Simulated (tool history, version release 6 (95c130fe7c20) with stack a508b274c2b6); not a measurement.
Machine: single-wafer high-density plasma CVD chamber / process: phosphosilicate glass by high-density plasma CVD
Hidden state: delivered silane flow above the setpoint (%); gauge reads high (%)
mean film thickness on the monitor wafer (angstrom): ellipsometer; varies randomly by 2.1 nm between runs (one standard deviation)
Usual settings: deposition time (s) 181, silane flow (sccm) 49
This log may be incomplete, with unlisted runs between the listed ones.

run	day	deposition time (s)	silane flow (sccm)	wafers since the last listed run	hours since the silane flow controller was replaced	hours since the gauge calibration	read-back reference wafer on the same gauge, thickness_nm	mean film thickness on the monitor wafer (angstrom)
1	0	181	49	0	2680.3	1841.1	920.387	8996.38
2	4.408	181	49	564	2786.1	1946.9	920.335	9028.1
3	6.854	181	45	313	2844.8	2005.6	919.294	8657.7
4	9.808	181	49	378	2915.7	2076.5	919.458	9011.01
5	11.933	181	49	272	2966.7	2127.5	919.846	8985.48
6	16.375	181	49	568	3073.3	2234.1	920.244	9014.58
7	20.696	181	49	553	3177	2337.8	920.671	9001.33
8	22.862	181	52	277	3229	2389.8	920.471	9324.03
9	24.383	181	52	194	3265.5	2426.3	919.331	9339.76
10	26.992	181	49	334	3328.1	2488.9	920.454	8976.96
11	31.292	181	49	550	3431.3	2592.1	919.996	9014.55
12	35.546	181	49	544	3533.4	2694.2	920.593	9031
# day 37.542: silane flow controller replaced
13	42.162	181	49	804	110.9	2853	920.058	9051.15
14	45.438	181	49	419	189.5	2931.6	919.48	9002.58
15	52.592	181	49	916	361.2	3103.3	919.69	9043.46
16	56.667	181	49	521	459	3201.1	919.877	9026.47
17	59.254	196	49	331	521.1	3263.2	919.949	9778.11
18	63.088	181	49	490	613.1	3355.2	920.816	9016.67
19	66.079	153	44	383	684.9	3427	919.745	7182.61
# day 68.108: gauge calibrated
20	69.912	181	54	490	776.9	43.3	920.865	9478.41
21	74.042	181	52	528	876	142.4	919.777	9278.84
22	76.721	181	52	343	940.3	206.7	919.905	9295.83
23	80.146	205	55	438	1022.5	288.9	919.694	10829.61
24	81.742	158	49	204	1060.8	327.2	921.033	7860.7
25	85.546	181	49	487	1152.1	418.5	919.662	9016.41
26	89.308	160	49	481	1242.4	508.8	920.841	8006.74
27	91.138	210	49	234	1286.3	552.7	920.753	10450.41
28	94.896	193	58	481	1376.5	642.9	920.574	10519.96
29	106.125	207	49	1438	1646	912.4	919.409	10270.63
30	108.121	211	49	255	1693.9	960.3	920.395	10506.79
31	110.888	153	44	354	1760.3	1026.7	919.482	7193.11
32	113.646	152	56	353	1826.5	1092.9	920.844	8100.62

What will run 33 give?
33	115.929	193	57	292	1881.3	1147.7	?	?

Logged for run 33: read-back reference wafer on the same gauge, thickness_nm 920.241, mean film thickness on the monitor wafer (angstrom) 10466.67.
With the hidden condition absent and the run-to-run variation left alone, this run would have shown mean film thickness on the monitor wafer (angstrom) 10466.67.
